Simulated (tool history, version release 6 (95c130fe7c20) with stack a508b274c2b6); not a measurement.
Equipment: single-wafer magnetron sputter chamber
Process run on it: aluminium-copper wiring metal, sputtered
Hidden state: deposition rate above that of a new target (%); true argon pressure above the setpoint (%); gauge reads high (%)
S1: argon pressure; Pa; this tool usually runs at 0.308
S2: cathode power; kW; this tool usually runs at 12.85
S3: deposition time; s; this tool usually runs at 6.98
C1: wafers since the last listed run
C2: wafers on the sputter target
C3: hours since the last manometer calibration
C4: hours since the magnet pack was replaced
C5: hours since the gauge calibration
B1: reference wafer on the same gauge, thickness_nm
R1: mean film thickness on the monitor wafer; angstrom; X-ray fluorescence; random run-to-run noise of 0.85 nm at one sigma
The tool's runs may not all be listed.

run     day     S1     S2    S3    C1     C2      C3      C4      C5       B1       R1
  1       0  0.308  12.05  6.98     0   1538   923.9  8693.8  1004.3  141.072  1570.11
  2   2.838  0.308  12.05  6.98  1633   3171     992  8761.9  1072.4  140.993  1572.32
  3   5.367  0.308  12.85  6.98  1455   4627  1052.7  8822.6  1133.1  140.957  1668.65
  4   9.254  0.308  12.85  6.98  2237   6864    1146  8915.9  1226.4  140.846  1656.14
  5  11.542  0.308  12.85  6.98  1316   8181  1200.9  8970.8  1281.3  140.851   1649.9
  6  14.562  0.308  12.85  6.98  1738   9919  1273.4  9043.3  1353.8  140.917  1658.11
  7  17.658  0.308  10.35  6.98  1781  11701  1347.7  9117.6  1428.1  141.015  1386.47
     19.417  -- sputter target and shields replaced
  8  20.271  0.308  10.35  6.98  1311    491  1410.4  9180.3  1490.8  140.993  1380.58
  9  23.717  0.308  10.35  6.98  1983   2474  1493.1    9263  1573.5  140.791  1363.51
 10  25.529  0.243  12.85  6.98  1043   3517  1536.6  9306.5    1617   140.88  1704.46
 11  29.238  0.243  12.85  6.98  2134   5652  1625.6  9395.5    1706  141.095  1703.12
 12      32  0.243  12.85  6.98  1589   7242  1691.9  9461.8  1772.3  140.993  1706.26
      33.05  -- gauge calibrated
 13  34.054  0.308  12.85  6.98  1182   8424  1741.2  9511.1    24.1  140.953  1674.21
 14  35.683  0.308  12.85  6.98   937   9362  1780.3  9550.2    63.2  140.917  1642.48
 15  37.471  0.308  12.85  6.98  1028  10390  1823.2  9593.1   106.1  141.225  1636.81
 16  40.425  0.308  12.85  6.98  1700  12091  1894.1    9664     177  141.054  1653.32
     40.879  -- sputter target and shields replaced
 17  44.812  0.308  12.85  6.98  2333   2263  1999.4  9769.3   282.3  141.021  1655.48
 18  46.912  0.362  12.85  6.98  1208   3472  2049.8  9819.7   332.7  141.025  1602.51
 19  50.417  0.269  12.85  6.98  2016   5489  2133.9  9903.8   416.8  141.057  1688.13
     52.204  -- capacitance manometer re-zeroed and calibrated
 20  54.254  0.248  13.65  8.24  2016   7505    49.2  9995.9   508.9  141.086  2159.67
     55.658  -- magnet pack replaced
 21  58.154  0.308  12.85  6.98  2052   9558   142.8    59.9   602.5  140.798   1694.2

The next listed run, before its measurement:
 22  59.996  0.43  12.85  7.96  1059  10618  187  104.1  646.7   ?   ?

B1: 141.07
R1: 1820.44 angstrom
If the tool had no hidden condition, the same run with the same run-to-run variation would have returned R1 1835.53 angstrom.
